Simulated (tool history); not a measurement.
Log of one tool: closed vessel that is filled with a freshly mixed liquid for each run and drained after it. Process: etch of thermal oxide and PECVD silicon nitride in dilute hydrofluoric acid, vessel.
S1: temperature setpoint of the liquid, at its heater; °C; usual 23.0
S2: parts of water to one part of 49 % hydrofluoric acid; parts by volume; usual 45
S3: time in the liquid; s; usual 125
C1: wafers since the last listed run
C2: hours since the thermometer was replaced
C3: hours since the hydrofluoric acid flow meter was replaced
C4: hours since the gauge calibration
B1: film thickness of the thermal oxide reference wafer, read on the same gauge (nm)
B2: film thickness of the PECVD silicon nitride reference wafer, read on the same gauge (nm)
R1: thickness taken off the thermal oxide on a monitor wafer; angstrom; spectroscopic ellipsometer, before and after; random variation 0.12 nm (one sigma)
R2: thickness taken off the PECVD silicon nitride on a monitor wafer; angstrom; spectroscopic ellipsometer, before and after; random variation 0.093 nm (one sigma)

| run | hour | S1 | S2 | S3 | C1 | C2 | C3 | C4 | B1 | B2 | R1 | R2 |
|---|---|---|---|---|---|---|---|---|---|---|---|---|
| 1 | 0.0 | 23.0 | 30 | 165 | 0 | 560.5 | 52.1 | 640.5 | 59.99 | 139.99 | 299.2 | 248.3 |
| 2 | 25.3 | 23.0 | 30 | 165 | 3356 | 585.8 | 77.4 | 665.8 | 59.99 | 140.00 | 298.7 | 248.6 |
| 3 | 62.2 | 23.0 | 30 | 165 | 4895 | 622.7 | 114.3 | 702.7 | 59.98 | 140.00 | 302.4 | 245.8 |
| 4 | 268.9 | 26.0 | 45 | 125 | 27420 | 829.4 | 321.0 | 909.4 | 60.02 | 140.01 | 168.0 | 160.4 |
| 5 | 330.1 | 26.0 | 45 | 125 | 8118 | 890.6 | 382.2 | 970.6 | 60.01 | 139.99 | 169.6 | 159.6 |
| 6 | 397.1 | 26.0 | 45 | 125 | 8888 | 957.6 | 449.2 | 1037.6 | 59.98 | 139.99 | 171.4 | 160.8 |
| 7 | 455.5 | 23.0 | 30 | 125 | 7747 | 1016.0 | 507.6 | 1096.0 | 59.99 | 140.01 | 231.2 | 195.8 |
| 8 | 485.2 | 23.0 | 45 | 80 | 3939 | 1045.7 | 537.3 | 1125.7 | 60.03 | 140.00 | 98.1 | 85.4 |
| 9 | 543.8 | 23.0 | 60 | 125 | 7773 | 1104.3 | 595.9 | 1184.3 | 60.00 | 139.97 | 111.9 | 100.3 |
|  | 629.7 | hydrofluoric acid flow meter replaced |
| 10 | 688.1 | 23.0 | 60 | 125 | 19009 | 1248.6 | 58.4 | 1328.6 | 60.02 | 139.98 | 112.8 | 101.4 |
|  | 701.0 | thermometer replaced |
|  | 711.4 | gauge calibrated |
| 11 | 747.6 | 23.0 | 45 | 125 | 7760 | 46.6 | 117.9 | 36.2 | 59.99 | 140.01 | 163.6 | 146.6 |
| 12 | 808.2 | 23.0 | 55 | 125 | 8039 | 107.2 | 178.5 | 96.8 | 60.00 | 140.02 | 128.3 | 119.7 |
| 13 | 866.2 | 21.5 | 45 | 175 | 7694 | 165.2 | 236.5 | 154.8 | 60.02 | 140.02 | 214.2 | 189.2 |
| 14 | 905.0 | 19.5 | 25 | 125 | 5147 | 204.0 | 275.3 | 193.6 | 59.99 | 140.00 | 255.6 | 205.6 |
| 15 | 943.4 | 27.5 | 25 | 90 | 5094 | 242.4 | 313.7 | 232.0 | 60.02 | 139.99 | 257.6 | 254.3 |
|  | 967.1 | thermometer replaced, repeated, since the last time left the tool worse |
| 16 | 972.7 | 23.0 | 50 | 125 | 3754 | 5.6 | 343.0 | 261.3 | 59.98 | 139.98 | 128.8 | 110.3 |
| 17 | 1039.2 | 23.0 | 45 | 125 | 8821 | 72.1 | 409.5 | 327.8 | 60.02 | 140.00 | 145.3 | 122.9 |
| 18 | 1086.9 | 18.5 | 45 | 160 | 6327 | 119.8 | 457.2 | 375.5 | 60.02 | 140.01 | 154.1 | 115.9 |
| 19 | 1136.9 | 23.0 | 45 | 195 | 6632 | 169.8 | 507.2 | 425.5 | 59.96 | 140.02 | 224.9 | 193.8 |
| 20 | 1172.6 | 20.0 | 50 | 195 | 4735 | 205.5 | 542.9 | 461.2 | 60.03 | 139.99 | 180.1 | 142.1 |

The tool's hidden state at each run:
hydrofluoric acid flow above the setpoint (%): 0 in every run
gauge reads high (%): 0 in every run
H1: liquid hotter than its thermometer reads (K)
| run | H1 |
|---|---|
| 1 | 0.955 |
| 2 | 0.989 |
| 3 | 1.04 |
| 4 | 1.32 |
| 5 | 1.4 |
| 6 | 1.5 |
| 7 | 1.57 |
| 8 | 1.62 |
| 9 | 1.7 |
| 10 | 1.89 |
| 11 | 2.95 |
| 12 | 3.04 |
| 13 | 3.11 |
| 14 | 3.17 |
| 15 | 3.22 |
| 16 | 0.269 |
| 17 | 0.36 |
| 18 | 0.425 |
| 19 | 0.493 |
| 20 | 0.542 |
